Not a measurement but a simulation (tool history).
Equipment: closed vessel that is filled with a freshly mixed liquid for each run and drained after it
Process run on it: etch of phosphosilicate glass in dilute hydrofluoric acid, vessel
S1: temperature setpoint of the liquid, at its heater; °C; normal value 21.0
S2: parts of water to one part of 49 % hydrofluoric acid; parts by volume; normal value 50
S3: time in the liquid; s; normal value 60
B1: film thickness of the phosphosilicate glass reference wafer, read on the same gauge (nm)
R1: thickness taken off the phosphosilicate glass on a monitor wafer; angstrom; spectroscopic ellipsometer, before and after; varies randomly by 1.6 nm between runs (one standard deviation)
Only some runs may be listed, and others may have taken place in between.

run   hour    S1  S2  S3     B1      R1
  1    0.0  21.0  40  60  50.01  1867.4
  2   13.3  24.5  60  60  50.03  1406.0
  3   31.2  24.5  60  60  50.02  1418.9
  4   50.0  24.5  60  60  49.99  1400.4
  5   67.5  21.0  50  60  50.04  1486.4
  6   99.7  21.0  50  60  50.00  1480.5
  7  112.4  21.0  50  60  50.00  1448.6
  8  140.6  21.0  50  60  49.99  1489.5
  9  163.4  21.0  50  60  50.00  1484.4
 10  198.1  25.0  30  45  49.98  2238.2
 11  225.8  22.5  50  85  49.99  2272.2
 12  240.0  21.0  50  60  50.00  1466.0
 13  271.8  21.0  50  70  50.00  1672.0
 14  307.6  17.0  35  60  49.99  1771.5
 15  337.1  24.0  50  40  50.02  1119.1
 16  366.4  21.0  50  60  50.02  1468.7
 17  384.2  17.0  70  70  49.97  1002.4
 18  413.1  24.5  30  35  50.00  1666.5
 19  444.8  21.0  50  75  49.99  2016.8
 20  459.7  25.5  50  85  49.97  2757.7
 21  534.2  23.5  40  85  49.97  3217.9
 22  562.9  23.0  45  90  50.00  2888.8
 23  590.8  18.0  50  60  50.02  1422.9
 24  618.3  21.0  70  85  49.98  1608.8
 25  696.7  18.0  35  50  50.00  1739.0
 26  742.5  19.0  50  40  50.01   981.9
 27  767.0  21.0  75  60  49.96  1041.3
 28  786.9  21.0  50  60  49.98  1583.7
 29  819.9  17.5  50  60  49.99  1375.0
 30  834.5  21.0  70  60  49.97  1118.0
 31  866.8  19.5  50  85  49.98  2143.3

Removed from this log: 3 entries logged between the listed runs. Between which two listed runs does each belong, and how does the tool's hidden state at the listed run before it compare with that at the listed run after it?
Runs 5 to 6: gauge calibrated (hour 82.3)
  liquid colder than its thermometer reads (K): 2.33 -> 2.35
  measured result minus the result with no hidden state, R1: -154.9 -> -155.6 angstrom
Runs 12 to 13: hydrofluoric acid flow meter replaced (hour 256.3)
  liquid colder than its thermometer reads (K): 2.48 -> 2.5
  measured result minus the result with no hidden state, R1: -163.2 -> -187.7 angstrom
Runs 18 to 19: thermometer replaced (hour 443.8)
  liquid colder than its thermometer reads (K): 2.63 -> 0.282
  measured result minus the result with no hidden state, R1: -195.1 -> -24.0 angstrom

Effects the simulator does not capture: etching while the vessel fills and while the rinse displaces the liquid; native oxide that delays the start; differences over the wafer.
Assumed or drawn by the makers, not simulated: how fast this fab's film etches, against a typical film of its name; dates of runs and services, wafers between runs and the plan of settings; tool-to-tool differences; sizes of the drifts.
